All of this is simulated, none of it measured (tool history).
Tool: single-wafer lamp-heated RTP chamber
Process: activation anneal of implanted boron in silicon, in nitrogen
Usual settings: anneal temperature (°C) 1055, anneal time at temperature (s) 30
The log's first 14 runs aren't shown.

run   hour  anneal temperature (°C)  anneal time at temperature (s)  read-back reference wafer on the same gauge, sheet resistance  sheet resistance of the implanted and annealed layer (ohm/square)
 15  223.8                     1055                              30                                                         140.03                                                             132.79
 16  232.5                     1072                              30                                                         139.99                                                             132.27
 17  277.6                     1055                              45                                                         140.01                                                             131.94
 18  292.6                     1030                              44                                                            140                                                             133.39
 19  299.9                     1055                              30                                                         139.99                                                             133.16
 20  306.6                     1032                              30                                                         140.05                                                             134.03
     313.1  -- gauge calibrated
 21  320.2                     1079                              35                                                         139.97                                                             131.63
 22  326.7                     1045                              47                                                         139.98                                                             132.54
     338.3  -- reflector plate cleaned
 23  338.8                     1037                              14                                                         140.01                                                             134.81
 24  351.2                     1079                              35                                                         140.08                                                             131.66
 25  359.5                     1082                              30                                                         140.02                                                             131.53
 26  371.2                     1042                              48                                                         140.06                                                             132.29
 27  401.7                     1055                              30                                                         140.04                                                             132.94
 28  409.3                     1038                              30                                                         140.02                                                             133.33
 29  423.2                     1078                              35                                                         139.98                                                             131.14
 30  432.1                     1075                              44                                                         139.96                                                             131.58
 31  448.9                     1055                              36                                                         140.03                                                             132.14
 32  461.6                     1082                              42                                                            140                                                             130.89
 33  469.9                     1026                              35                                                         139.99                                                             134.51

5 ways to go on from here, each from the tool as it stands after run 33. What would each give?
  A  470.3                     1055                              30                                                              ?                                                                  ?
  B  470.3                     1033                              15                                                              ?                                                                  ?
  C  470.3                     1036                              14                                                              ?                                                                  ?
  D  470.3                     1077                              30                                                              ?                                                                  ?
  E  470.3                     1055                              46                                                              ?                                                                  ?

run  read-back reference wafer on the same gauge, sheet resistance  sheet resistance of the implanted and annealed layer (ohm/square)
  A                                                            140                                                             132.59
  B                                                            140                                                             134.46
  C                                                            140                                                             134.36
  D                                                            140                                                             131.79
  E                                                            140                                                             131.69
Without the tool's hidden state the same runs would have given:
run  sheet resistance of the implanted and annealed layer (ohm/square)
  A                                                             132.59
  B                                                             134.46
  C                                                             134.36
  D                                                             131.79
  E                                                             131.69
